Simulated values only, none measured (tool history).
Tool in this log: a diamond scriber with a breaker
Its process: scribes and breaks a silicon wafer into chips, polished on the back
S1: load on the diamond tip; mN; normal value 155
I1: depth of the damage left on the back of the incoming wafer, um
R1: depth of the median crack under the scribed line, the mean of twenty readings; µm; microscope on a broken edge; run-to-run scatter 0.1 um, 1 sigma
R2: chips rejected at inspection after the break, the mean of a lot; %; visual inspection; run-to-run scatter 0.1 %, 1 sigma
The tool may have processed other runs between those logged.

| run | hour | S1 | I1 | R1 | R2 |
|---|---|---|---|---|---|
| 1 | 0 | 155 | 0.03 | 6.39 | 2.33 |
| 2 | 99.7 | 155 | 0.02 | 6.02 | 2.6 |
| 3 | 159.9 | 155 | 0.01 | 5.83 | 3.11 |
| 4 | 219.6 | 155 | 0.05 | 6.02 | 3.46 |
| 5 | 287.2 | 155 | 0.03 | 5.92 | 4.76 |
| 6 | 314 | 155 | 0.02 | 6.02 | 4.77 |
| 7 | 360.9 | 155 | 0.04 | 6.6 | 1.37 |
| 8 | 397.7 | 169 | 0.03 | 7.12 | 2.31 |
| 9 | 469.4 | 121 | 0.02 | 4.95 | 16.45 |
| 10 | 518.5 | 155 | 0.02 | 6.38 | 1.82 |
| 11 | 552.7 | 170 | 0.04 | 6.87 | 1.81 |
| 12 | 585.2 | 125 | 0.03 | 5.07 | 19.33 |
| 13 | 610.2 | 128 | 0.01 | 5.26 | 14.62 |
| 14 | 647.1 | 155 | 0.02 | 6.27 | 2.04 |
| 15 | 693.9 | 172 | 0.03 | 6.68 | 1.7 |
| 16 | 729.4 | 155 | 0.02 | 6.01 | 2.4 |

The log once held 3 entries between its listed runs, left out of this copy. Where does each go, and what is different about the tool's unlogged condition between the listed run before it and the listed run after it?
Run 3 -> run 4: diamond tip replaced by a new one (hour 214.4)
  deviation of the load on the tip from its setpoint, %: -8.37 -> -9.43
  measured result minus the result with no hidden state, R1: -0.52 -> -0.61 µm; R2: +1.68 -> +2.08 %
Run 6 -> run 7: load on the tip recalibrated (hour 348.3)
  deviation of the load on the tip from its setpoint, %: -11.1 -> -0.705
  measured result minus the result with no hidden state, R1: -0.73 -> -0.04 µm; R2: +3.26 -> +0.01 %
Run 9 -> run 10: diamond tip replaced by a new one (hour 472.8)
  deviation of the load on the tip from its setpoint, %: -2.62 -> -3.49
  measured result minus the result with no hidden state, R1: -0.12 -> -0.22 µm; R2: +2.47 -> +0.29 %

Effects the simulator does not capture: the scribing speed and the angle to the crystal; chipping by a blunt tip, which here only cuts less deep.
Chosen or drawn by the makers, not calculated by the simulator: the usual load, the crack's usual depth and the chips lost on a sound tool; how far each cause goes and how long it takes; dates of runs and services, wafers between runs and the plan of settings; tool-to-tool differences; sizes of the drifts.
